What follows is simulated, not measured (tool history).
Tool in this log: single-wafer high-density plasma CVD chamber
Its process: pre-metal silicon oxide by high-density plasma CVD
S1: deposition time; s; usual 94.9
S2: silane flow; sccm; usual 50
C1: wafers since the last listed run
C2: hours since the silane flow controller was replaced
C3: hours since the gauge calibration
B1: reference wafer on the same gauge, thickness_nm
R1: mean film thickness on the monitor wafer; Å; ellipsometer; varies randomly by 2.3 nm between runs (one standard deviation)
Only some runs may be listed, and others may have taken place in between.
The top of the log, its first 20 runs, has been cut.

| run | day | S1 | S2 | C1 | C2 | C3 | B1 | R1 |
|---|---|---|---|---|---|---|---|---|
| 21 | 43.104 | 106.1 | 50 | 617 | 3394.8 | 1685.2 | 425.990 | 4793.43 |
| 22 | 45.279 | 112.2 | 58 | 723 | 3447.0 | 1737.4 | 426.165 | 5865.54 |
| 23 | 47.454 | 77.3 | 56 | 723 | 3499.2 | 1789.6 | 425.824 | 3875.66 |
| 24 | 49.479 | 107.9 | 58 | 673 | 3547.8 | 1838.2 | 426.153 | 5620.45 |
| 25 | 50.829 | 94.9 | 53 | 449 | 3580.2 | 1870.6 | 426.354 | 4558.24 |
| 26 | 52.712 | 94.9 | 50 | 626 | 3625.4 | 1915.8 | 425.853 | 4252.87 |
|  | 53.346 | silane flow controller replaced |
| 27 | 55.417 | 100.9 | 50 | 789 | 49.7 | 1980.7 | 426.384 | 4885.27 |
| 28 | 56.779 | 94.9 | 50 | 453 | 82.4 | 2013.4 | 426.281 | 4493.76 |
| 29 | 58.021 | 94.9 | 50 | 413 | 112.2 | 2043.2 | 425.737 | 4549.47 |
| 30 | 59.296 | 79.3 | 50 | 424 | 142.8 | 2073.8 | 426.071 | 3816.25 |
| 31 | 60.633 | 102.8 | 50 | 445 | 174.9 | 2105.9 | 425.855 | 4867.82 |
|  | 62.583 | gauge calibrated |
| 32 | 63.158 | 82.3 | 41 | 840 | 235.5 | 13.8 | 426.104 | 3227.01 |
| 33 | 66.133 | 102.9 | 41 | 990 | 306.9 | 85.2 | 425.898 | 4023.51 |
| 34 | 68.017 | 84.1 | 56 | 626 | 352.1 | 130.4 | 426.432 | 4498.86 |
| 35 | 70.500 | 82.5 | 42 | 826 | 411.7 | 190.0 | 426.054 | 3292.74 |
| 36 | 71.946 | 94.9 | 43 | 481 | 446.4 | 224.7 | 426.313 | 3898.46 |
| 37 | 74.996 | 94.9 | 55 | 1015 | 519.6 | 297.9 | 426.071 | 5011.07 |
| 38 | 76.421 | 94.9 | 50 | 474 | 553.8 | 332.1 | 426.345 | 4547.24 |

What does the tool deliver on the next run?
| 39 | 78.700 | 113.9 | 50 | 758 | 608.5 | 386.8 | ? | ? |

{"run 39": {"B1": 426.21, "R1": 5473.06}}
With no hidden state in the tool, this same run would have given R1 5449.29 Å.

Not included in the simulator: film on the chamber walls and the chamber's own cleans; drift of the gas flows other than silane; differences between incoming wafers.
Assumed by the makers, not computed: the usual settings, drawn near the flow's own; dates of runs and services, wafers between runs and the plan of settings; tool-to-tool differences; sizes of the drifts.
